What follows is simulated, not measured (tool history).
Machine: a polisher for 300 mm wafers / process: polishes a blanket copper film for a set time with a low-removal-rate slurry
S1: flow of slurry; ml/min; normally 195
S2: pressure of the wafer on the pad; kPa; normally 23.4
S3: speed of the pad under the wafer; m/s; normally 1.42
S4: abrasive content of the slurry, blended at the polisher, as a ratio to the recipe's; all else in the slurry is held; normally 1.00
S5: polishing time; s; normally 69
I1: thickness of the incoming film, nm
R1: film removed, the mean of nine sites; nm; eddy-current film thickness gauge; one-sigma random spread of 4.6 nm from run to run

run	day	S1	S2	S3	S4	S5	I1	R1
1	0.000	195	23.4	1.42	0.85	69	950.3	338.2
# day 0.662: slurry nozzle cleaned
2	2.950	195	23.4	1.42	0.85	69	942.9	345.3
3	4.396	195	26.9	1.42	0.95	69	955.4	398.7
# day 4.817: worn pad replaced by a new one
4	5.583	195	23.4	1.42	1.00	69	949.8	363.5
5	8.217	195	23.4	1.42	1.00	69	959.5	353.8
# day 9.725: slurry blender recalibrated
6	10.171	195	23.4	1.22	1.00	69	943.1	304.7
# day 10.788: worn pad replaced by a new one
7	12.300	195	23.4	1.42	1.00	69	946.4	365.3
8	13.554	195	23.4	1.42	1.00	55	953.7	289.2
9	15.846	145	23.4	1.42	1.30	69	950.4	389.6
# day 16.408: worn pad replaced by a new one
10	18.546	195	23.4	1.42	0.75	61	960.0	306.9
# day 19.396: slurry nozzle cleaned
# day 19.488: head pressure recalibrated
11	20.179	195	23.4	1.42	1.00	69	954.8	392.1
# day 21.321: slurry blender recalibrated
# day 22.171: worn pad replaced by a new one
12	22.754	240	23.4	1.70	1.30	45	949.0	343.5
# day 23.158: head pressure recalibrated, repeated, since the last time left the tool worse
13	24.271	195	23.4	1.42	1.00	69	968.8	340.5
14	25.842	175	31.0	1.42	1.00	69	957.5	444.8
15	27.529	195	23.4	1.42	1.00	69	957.1	338.7
# day 28.229: worn pad replaced by a new one
16	29.329	195	26.9	1.42	1.00	69	946.8	397.3

Forecast each of these 4 alternatives for the next run:
A	29.346	195	23.4	1.42	1.00	69	946.0	?
B	29.346	195	23.4	1.16	1.00	69	946.0	?
C	29.346	215	23.4	1.16	0.80	69	946.0	?
D	29.346	195	18.6	1.10	1.00	69	946.0	?

run	R1
A	344.2
B	281.2
C	267.3
D	211.7
The same runs, with their run-to-run variation unchanged, on a tool lacking any hidden condition would have given:
run	R1
A	347.4
B	283.8
C	269.8
D	213.7

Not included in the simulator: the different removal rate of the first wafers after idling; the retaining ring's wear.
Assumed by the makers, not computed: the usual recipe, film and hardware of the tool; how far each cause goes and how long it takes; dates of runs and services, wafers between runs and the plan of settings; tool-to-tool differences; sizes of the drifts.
